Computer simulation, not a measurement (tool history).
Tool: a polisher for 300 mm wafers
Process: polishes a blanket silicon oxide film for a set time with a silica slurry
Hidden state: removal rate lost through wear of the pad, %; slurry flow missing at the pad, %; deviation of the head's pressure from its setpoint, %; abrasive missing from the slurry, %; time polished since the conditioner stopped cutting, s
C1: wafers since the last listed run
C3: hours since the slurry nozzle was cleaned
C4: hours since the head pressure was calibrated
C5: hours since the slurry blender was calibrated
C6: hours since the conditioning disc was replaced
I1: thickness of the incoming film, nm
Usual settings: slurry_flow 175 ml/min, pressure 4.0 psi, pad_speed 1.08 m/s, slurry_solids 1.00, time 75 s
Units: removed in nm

{"run": 1, "hour": 0.0, "slurry_flow": 175, "pressure": 4.0, "pad_speed": 1.08, "slurry_solids": 1.0, "time": 75, "C1": 0, "wafers polished on this pad": 171, "C3": 749.4, "C4": 624.0, "C5": 191.5, "C6": 142.2, "I1": 1216.4, "removed": 246.6}
{"hour": 41.9, "done": "slurry nozzle cleaned"}
{"run": 2, "hour": 87.8, "slurry_flow": 175, "pressure": 4.0, "pad_speed": 1.08, "slurry_solids": 1.0, "time": 75, "C1": 1081, "wafers polished on this pad": 1252, "C3": 45.9, "C4": 711.8, "C5": 279.3, "C6": 230.0, "I1": 1202.0, "removed": 245.7}
{"run": 3, "hour": 105.0, "slurry_flow": 130, "pressure": 2.7, "pad_speed": 1.26, "slurry_solids": 1.0, "time": 91, "C1": 214, "wafers polished on this pad": 1467, "C3": 63.1, "C4": 729.0, "C5": 296.5, "C6": 247.2, "I1": 1216.0, "removed": 213.1}
{"hour": 120.9, "done": "head pressure recalibrated"}
{"run": 4, "hour": 128.6, "slurry_flow": 175, "pressure": 4.0, "pad_speed": 1.08, "slurry_solids": 1.0, "time": 61, "C1": 269, "wafers polished on this pad": 1736, "C3": 86.7, "C4": 7.7, "C5": 320.1, "C6": 270.8, "I1": 1218.3, "removed": 199.3}
{"run": 5, "hour": 153.0, "slurry_flow": 175, "pressure": 4.0, "pad_speed": 1.08, "slurry_solids": 1.0, "time": 75, "C1": 303, "wafers polished on this pad": 2040, "C3": 111.1, "C4": 32.1, "C5": 344.5, "C6": 295.2, "I1": 1229.3, "removed": 242.3}
{"hour": 171.2, "done": "conditioning disc replaced and pad reconditioned"}
{"run": 6, "hour": 186.4, "slurry_flow": 145, "pressure": 4.0, "pad_speed": 1.08, "slurry_solids": 1.0, "time": 51, "C1": 391, "wafers polished on this pad": 2431, "C3": 144.5, "C4": 65.5, "C5": 377.9, "C6": 15.2, "I1": 1211.8, "removed": 179.9}
{"run": 7, "hour": 201.5, "slurry_flow": 175, "pressure": 5.2, "pad_speed": 1.08, "slurry_solids": 0.75, "time": 89, "C1": 188, "wafers polished on this pad": 2619, "C3": 159.6, "C4": 80.6, "C5": 393.0, "C6": 30.3, "I1": 1223.0, "removed": 331.4}
{"hour": 219.1, "done": "slurry blender recalibrated"}
{"run": 8, "hour": 230.6, "slurry_flow": 205, "pressure": 2.7, "pad_speed": 1.08, "slurry_solids": 1.0, "time": 96, "C1": 337, "wafers polished on this pad": 2956, "C3": 188.7, "C4": 109.7, "C5": 11.5, "C6": 59.4, "I1": 1209.4, "removed": 233.2}
{"hour": 251.3, "done": "worn pad replaced by a new one, of another model than before"}
{"run": 9, "hour": 251.8, "slurry_flow": 175, "pressure": 3.5, "pad_speed": 0.78, "slurry_solids": 0.7, "time": 94, "C1": 214, "wafers polished on this pad": 6, "C3": 209.9, "C4": 130.9, "C5": 32.7, "C6": 80.6, "I1": 1223.7, "removed": 174.5}
{"run": 10, "hour": 269.7, "slurry_flow": 175, "pressure": 4.0, "pad_speed": 1.38, "slurry_solids": 1.0, "time": 75, "C1": 222, "wafers polished on this pad": 229, "C3": 227.8, "C4": 148.8, "C5": 50.6, "C6": 98.5, "I1": 1222.6, "removed": 304.7}
{"run": 11, "hour": 288.6, "slurry_flow": 175, "pressure": 4.0, "pad_speed": 1.08, "slurry_solids": 1.0, "time": 75, "C1": 235, "wafers polished on this pad": 464, "C3": 246.7, "C4": 167.7, "C5": 69.5, "C6": 117.4, "I1": 1200.2, "removed": 252.6}
{"run": 12, "hour": 302.1, "slurry_flow": 175, "pressure": 4.9, "pad_speed": 1.4, "slurry_solids": 1.0, "time": 75, "C1": 168, "wafers polished on this pad": 633, "C3": 260.2, "C4": 181.2, "C5": 83.0, "C6": 130.9, "I1": 1212.7, "removed": 354.0}
{"run": 13, "hour": 328.5, "slurry_flow": 175, "pressure": 4.0, "pad_speed": 1.08, "slurry_solids": 1.0, "time": 75, "C1": 328, "wafers polished on this pad": 961, "C3": 286.6, "C4": 207.6, "C5": 109.4, "C6": 157.3, "I1": 1217.3, "removed": 253.5}
{"run": 14, "hour": 344.3, "slurry_flow": 175, "pressure": 4.0, "pad_speed": 1.08, "slurry_solids": 1.0, "time": 75, "C1": 196, "wafers polished on this pad": 1158, "C3": 302.4, "C4": 223.4, "C5": 125.2, "C6": 173.1, "I1": 1226.3, "removed": 249.4}
{"run": 15, "hour": 366.5, "slurry_flow": 175, "pressure": 4.0, "pad_speed": 1.08, "slurry_solids": 1.0, "time": 75, "C1": 276, "wafers polished on this pad": 1435, "C3": 324.6, "C4": 245.6, "C5": 147.4, "C6": 195.3, "I1": 1232.3, "removed": 251.0}
{"run": 16, "hour": 388.9, "slurry_flow": 125, "pressure": 4.0, "pad_speed": 0.74, "slurry_solids": 0.7, "time": 95, "C1": 278, "wafers polished on this pad": 1714, "C3": 347.0, "C4": 268.0, "C5": 169.8, "C6": 217.7, "I1": 1222.6, "removed": 177.0}
{"run": 17, "hour": 411.2, "slurry_flow": 130, "pressure": 4.0, "pad_speed": 1.44, "slurry_solids": 0.7, "time": 101, "C1": 277, "wafers polished on this pad": 1991, "C3": 369.3, "C4": 290.3, "C5": 192.1, "C6": 240.0, "I1": 1223.6, "removed": 298.5}
{"run": 18, "hour": 442.1, "slurry_flow": 175, "pressure": 5.3, "pad_speed": 0.72, "slurry_solids": 1.2, "time": 61, "C1": 384, "wafers polished on this pad": 2376, "C3": 400.2, "C4": 321.2, "C5": 223.0, "C6": 270.9, "I1": 1240.1, "removed": 208.6}
{"run": 19, "hour": 459.1, "slurry_flow": 230, "pressure": 4.0, "pad_speed": 1.08, "slurry_solids": 1.1, "time": 75, "C1": 211, "wafers polished on this pad": 2588, "C3": 417.2, "C4": 338.2, "C5": 240.0, "C6": 287.9, "I1": 1217.8, "removed": 262.6}
{"hour": 463.6, "done": "worn pad replaced by a new one"}
{"run": 20, "hour": 490.2, "slurry_flow": 175, "pressure": 4.0, "pad_speed": 1.08, "slurry_solids": 1.0, "time": 75, "C1": 337, "wafers polished on this pad": 331, "C3": 448.3, "C4": 369.3, "C5": 271.1, "C6": 319.0, "I1": 1211.2, "removed": 247.5}
{"run": 21, "hour": 517.8, "slurry_flow": 120, "pressure": 4.0, "pad_speed": 1.08, "slurry_solids": 0.85, "time": 75, "C1": 343, "wafers polished on this pad": 674, "C3": 475.9, "C4": 396.9, "C5": 298.7, "C6": 346.6, "I1": 1229.8, "removed": 215.9}
{"hour": 545.9, "done": "conditioning disc replaced and pad reconditioned"}
{"run": 22, "hour": 546.4, "slurry_flow": 175, "pressure": 4.0, "pad_speed": 1.08, "slurry_solids": 0.8, "time": 60, "C1": 331, "wafers polished on this pad": 1006, "C3": 504.5, "C4": 425.5, "C5": 327.3, "C6": 0.5, "I1": 1228.9, "removed": 180.9}
{"run": 23, "hour": 607.8, "slurry_flow": 175, "pressure": 4.0, "pad_speed": 1.08, "slurry_solids": 1.0, "time": 75, "C1": 764, "wafers polished on this pad": 1770, "C3": 565.9, "C4": 486.9, "C5": 388.7, "C6": 61.9, "I1": 1231.8, "removed": 252.6}
{"run": 24, "hour": 630.5, "slurry_flow": 130, "pressure": 4.4, "pad_speed": 1.08, "slurry_solids": 0.8, "time": 75, "C1": 282, "wafers polished on this pad": 2053, "C3": 588.6, "C4": 509.6, "C5": 411.4, "C6": 84.6, "I1": 1198.1, "removed": 226.9}
{"hour": 651.2, "done": "slurry blender recalibrated"}
{"run": 25, "hour": 652.8, "slurry_flow": 175, "pressure": 4.0, "pad_speed": 1.08, "slurry_solids": 1.0, "time": 75, "C1": 252, "wafers polished on this pad": 2306, "C3": 610.9, "C4": 531.9, "C5": 1.6, "C6": 106.9, "I1": 1201.6, "removed": 249.2}

4 ways to go on from here, each from the tool as it stands after run 25. What would each give?
{"run": "A", "hour": 653.2, "slurry_flow": 175, "pressure": 4.0, "pad_speed": 1.08, "slurry_solids": 1.0, "time": 75, "C1": 4, "wafers polished on this pad": 2311, "C3": 611.3, "C4": 532.3, "C5": 2.0, "C6": 107.3, "I1": 1240.5, "removed": "?"}
{"run": "B", "hour": 653.2, "slurry_flow": 175, "pressure": 4.0, "pad_speed": 1.08, "slurry_solids": 0.8, "time": 51, "C1": 4, "wafers polished on this pad": 2311, "C3": 611.3, "C4": 532.3, "C5": 2.0, "C6": 107.3, "I1": 1240.5, "removed": "?"}
{"run": "C", "hour": 653.2, "slurry_flow": 145, "pressure": 4.0, "pad_speed": 1.46, "slurry_solids": 1.1, "time": 54, "C1": 4, "wafers polished on this pad": 2311, "C3": 611.3, "C4": 532.3, "C5": 2.0, "C6": 107.3, "I1": 1240.5, "removed": "?"}
{"run": "D", "hour": 653.2, "slurry_flow": 175, "pressure": 2.8, "pad_speed": 1.08, "slurry_solids": 1.0, "time": 75, "C1": 4, "wafers polished on this pad": 2311, "C3": 611.3, "C4": 532.3, "C5": 2.0, "C6": 107.3, "I1": 1240.5, "removed": "?"}

run=A removed=251.8
run=B removed=145.2
run=C removed=233.3
run=D removed=195.9
Without the tool's hidden state the same runs would have given:
run=A removed=273.7
run=B removed=157.8
run=C removed=259.5
run=D removed=209.3
